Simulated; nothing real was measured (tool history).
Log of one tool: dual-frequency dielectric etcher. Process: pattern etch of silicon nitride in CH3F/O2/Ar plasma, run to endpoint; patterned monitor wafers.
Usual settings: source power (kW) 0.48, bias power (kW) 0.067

run,hour,source power (kW),bias power (kW),"incoming incoming film thickness, nm",endpoint time (s)
1,0,0.56,0.055,38.23,53.7
2,70.9,0.56,0.055,38.4,52.9
3,115.5,0.56,0.055,38.2,53
4,175.4,0.4,0.071,38.23,57
# hour 258: wet clean of the chamber
# hour 259.3: bias power generator calibrated
# hour 263.4: source power generator calibrated
5,263.9,0.4,0.071,38.69,56.2
6,299.6,0.4,0.071,38.5,56.7
7,335.2,0.48,0.067,38.43,51.5
# hour 386.6: wet clean of the chamber, repeated, since the last time left the tool worse
8,387.1,0.48,0.067,38.52,55.9
9,415.9,0.4,0.072,38.67,58.9
10,476.4,0.43,0.067,38.84,58.9
11,530.1,0.57,0.052,38.21,54.2
# hour 578.5: upper electrode replaced
12,592,0.37,0.052,38.26,65.5
13,616.2,0.4,0.071,38.76,58.2
14,643.8,0.42,0.055,38.38,60.5
15,706.3,0.48,0.067,38.23,53.2
# hour 739: wet clean of the chamber
16,756.5,0.42,0.055,38.72,61.5

4 ways to go on from here, each from the tool as it stands after run 16. What would each give?
A,756.9,0.48,0.059,38.28,?
B,756.9,0.4,0.06,38.28,?
C,756.9,0.42,0.075,38.28,?
D,756.9,0.54,0.075,38.28,?

run,endpoint time (s)
A,56.6
B,61.2
C,56.1
D,50.1
Without the tool's hidden state the same runs would have given:
run,endpoint time (s)
A,57
B,61.7
C,56.6
D,50.5
